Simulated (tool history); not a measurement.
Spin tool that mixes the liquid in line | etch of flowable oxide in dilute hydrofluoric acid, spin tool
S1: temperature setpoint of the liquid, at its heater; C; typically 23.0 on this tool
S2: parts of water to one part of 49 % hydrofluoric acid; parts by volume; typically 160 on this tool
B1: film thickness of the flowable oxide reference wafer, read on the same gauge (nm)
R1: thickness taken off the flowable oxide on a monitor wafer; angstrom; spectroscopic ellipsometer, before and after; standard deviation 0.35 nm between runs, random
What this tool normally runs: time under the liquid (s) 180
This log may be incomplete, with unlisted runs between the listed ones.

run 1 hour=0.0 | S1=23.0 S2=160 time_under_the_liquid_(s)=180 | B1=40.01 | R1=353.1
run 2 hour=33.7 | S1=23.0 S2=160 time_under_the_liquid_(s)=180 | B1=40.05 | R1=349.0
run 3 hour=64.8 | S1=23.0 S2=160 time_under_the_liquid_(s)=180 | B1=39.99 | R1=345.6
run 4 hour=121.1 | S1=23.0 S2=185 time_under_the_liquid_(s)=180 | B1=40.02 | R1=289.7
run 5 hour=172.5 | S1=23.0 S2=185 time_under_the_liquid_(s)=180 | B1=39.99 | R1=290.3
run 6 hour=204.4 | S1=23.0 S2=185 time_under_the_liquid_(s)=180 | B1=40.01 | R1=289.1
-- hour=243.7 thermometer replaced
run 7 hour=261.7 | S1=23.0 S2=115 time_under_the_liquid_(s)=180 | B1=39.98 | R1=481.7
run 8 hour=330.9 | S1=19.5 S2=225 time_under_the_liquid_(s)=75 | B1=40.02 | R1=80.1
run 9 hour=369.0 | S1=23.0 S2=185 time_under_the_liquid_(s)=270 | B1=40.02 | R1=424.6
run 10 hour=546.0 | S1=18.5 S2=225 time_under_the_liquid_(s)=180 | B1=40.03 | R1=184.5
run 11 hour=601.0 | S1=20.0 S2=210 time_under_the_liquid_(s)=95 | B1=39.97 | R1=111.4
run 12 hour=635.7 | S1=26.0 S2=160 time_under_the_liquid_(s)=180 | B1=40.01 | R1=360.6
-- hour=649.8 hydrofluoric acid flow meter replaced
run 13 hour=703.0 | S1=19.0 S2=135 time_under_the_liquid_(s)=125 | B1=39.99 | R1=233.1
-- hour=726.4 thermometer replaced, repeated, since the last time left the tool worse
run 14 hour=905.7 | S1=23.0 S2=190 time_under_the_liquid_(s)=180 | B1=39.99 | R1=297.1
run 15 hour=950.6 | S1=27.5 S2=200 time_under_the_liquid_(s)=290 | B1=39.99 | R1=529.6
run 16 hour=1010.3 | S1=18.0 S2=160 time_under_the_liquid_(s)=180 | B1=40.01 | R1=302.3
run 17 hour=1074.6 | S1=23.0 S2=160 time_under_the_liquid_(s)=115 | B1=39.93 | R1=231.4
run 18 hour=1126.0 | S1=18.5 S2=160 time_under_the_liquid_(s)=95 | B1=40.00 | R1=161.5
run 19 hour=1167.2 | S1=23.0 S2=160 time_under_the_liquid_(s)=180 | B1=39.96 | R1=356.5
-- hour=1185.1 hydrofluoric acid flow meter replaced
-- hour=1187.7 gauge calibrated
run 20 hour=1197.6 | S1=21.5 S2=115 time_under_the_liquid_(s)=210 | B1=40.00 | R1=579.5
run 21 hour=1266.4 | S1=23.0 S2=205 time_under_the_liquid_(s)=280 | B1=40.02 | R1=410.3
run 22 hour=1323.5 | S1=26.0 S2=210 time_under_the_liquid_(s)=180 | B1=40.05 | R1=287.5
run 23 hour=1374.3 | S1=23.0 S2=80 time_under_the_liquid_(s)=180 | B1=40.00 | R1=780.1
run 24 hour=1432.7 | S1=23.0 S2=160 time_under_the_liquid_(s)=145 | B1=39.98 | R1=284.2
run 25 hour=1495.7 | S1=24.5 S2=115 time_under_the_liquid_(s)=180 | B1=40.00 | R1=543.0
run 26 hour=1562.7 | S1=23.0 S2=160 time_under_the_liquid_(s)=180 | B1=39.97 | R1=350.8
run 27 hour=1607.5 | S1=19.0 S2=160 time_under_the_liquid_(s)=180 | B1=40.01 | R1=296.3
run 28 hour=1774.9 | S1=27.5 S2=225 time_under_the_liquid_(s)=180 | B1=39.98 | R1=275.9
-- hour=1803.9 hydrofluoric acid flow meter replaced
-- hour=1807.1 thermometer replaced
run 29 hour=1814.8 | S1=23.0 S2=210 time_under_the_liquid_(s)=180 | B1=39.93 | R1=264.9
run 30 hour=1841.1 | S1=25.5 S2=215 time_under_the_liquid_(s)=265 | B1=40.01 | R1=421.3
run 31 hour=1903.1 | S1=23.0 S2=160 time_under_the_liquid_(s)=145 | B1=39.98 | R1=290.8
run 32 hour=1952.2 | S1=25.0 S2=130 time_under_the_liquid_(s)=125 | B1=40.00 | R1=350.0

Here are 5 independent what-if runs from the current tool condition. What would each one return?
run A hour=1952.7 | S1=23.0 S2=160 time_under_the_liquid_(s)=180 | B1=? | R1=?
run B hour=1952.7 | S1=20.5 S2=105 time_under_the_liquid_(s)=135 | B1=? | R1=?
run C hour=1952.7 | S1=27.5 S2=210 time_under_the_liquid_(s)=95 | B1=? | R1=?
run D hour=1952.7 | S1=18.5 S2=120 time_under_the_liquid_(s)=250 | B1=? | R1=?
run E hour=1952.7 | S1=27.5 S2=110 time_under_the_liquid_(s)=130 | B1=? | R1=?

run=A B1=40.01 R1=364.6
run=B B1=40.01 R1=400.9
run=C B1=40.01 R1=163.8
run=D B1=40.01 R1=588.9
run=E B1=40.01 R1=483.1
What these runs would have given with no unlogged condition in the tool:
run=A R1=369.4
run=B R1=406.5
run=C R1=165.7
run=D R1=597.2
run=E R1=489.4
